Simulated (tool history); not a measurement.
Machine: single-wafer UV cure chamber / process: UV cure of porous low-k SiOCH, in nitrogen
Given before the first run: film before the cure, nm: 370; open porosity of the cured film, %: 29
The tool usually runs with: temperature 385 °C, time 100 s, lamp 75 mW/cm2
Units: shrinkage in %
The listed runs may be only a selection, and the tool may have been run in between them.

run	hour	temperature	time	lamp	wafers since the last listed run	hours since the UV bulbs were replaced	wafers since the quartz window was cleaned	shrinkage
1	0	385	100	75	0	440.3	1546	7.162
# hour 9.4: quartz window cleaned
2	211.6	385	100	75	951	651.9	944	7.24
3	268.1	385	100	75	263	708.4	1208	7.222
4	300.9	385	100	75	153	741.2	1361	7.156
5	329.7	385	100	75	134	770	1496	7.21
# hour 340.6: quartz window cleaned
6	401.2	389	140	75	296	841.5	283	9.371
7	470.9	385	80	75	325	911.2	608	6.297
8	532	385	80	75	285	972.3	894	6.284
9	571.4	385	80	75	184	1011.7	1078	6.106
10	607.1	385	100	75	166	1047.4	1245	7.118
# hour 623.9: quartz window cleaned
11	647.9	385	100	75	153	1088.2	111	7.692
12	675.4	385	100	75	128	1115.7	240	7.702
13	739.2	378	100	75	298	1179.5	538	7.34
14	785.7	385	100	75	217	1226	755	7.259
15	823.9	375	120	57	178	1264.2	934	6.567
# hour 837.6: UV bulbs replaced
16	878.8	385	60	63	219	41.2	1153	4.334
17	922.2	367	80	113	202	84.6	1356	7.796
# hour 987.1: quartz window cleaned
18	987.6	385	155	75	268	150	2	10.016
19	1036.7	400	80	112	229	199.1	231	8.758
20	1089	373	135	75	244	251.4	476	8.608
21	1118.2	385	100	75	136	280.6	612	7.266
22	1277.1	392	100	43	742	439.5	1354	4.998
# hour 1296.4: quartz window cleaned
23	1344.8	385	100	75	278	507.2	225	7.545
24	1393.9	389	140	75	229	556.3	455	9.206
25	1443.2	385	100	61	230	605.6	685	6.486
26	1581.7	391	120	42	647	744.1	1332	5.683

Below, each run's measurement less what the same run would have read without the hidden state. Both values contain the same run-to-run variation, but the gauge's scatter may not be the same in both:
Unlogged tool condition in this case: lamp output below its setpoint, %; transmission lost against a clean window, %.
run	shrinkage
1	-0.795
2	-0.725
3	-0.783
4	-0.798
5	-0.819
6	-0.525
7	-0.687
8	-0.806
9	-0.831
10	-0.918
11	-0.248
12	-0.406
13	-0.644
14	-0.742
15	-0.772
16	-0.664
17	-0.921
18	-0.068
19	-0.376
20	-0.591
21	-0.64
22	-0.723
23	-0.322
24	-0.555
25	-0.626
26	-0.744

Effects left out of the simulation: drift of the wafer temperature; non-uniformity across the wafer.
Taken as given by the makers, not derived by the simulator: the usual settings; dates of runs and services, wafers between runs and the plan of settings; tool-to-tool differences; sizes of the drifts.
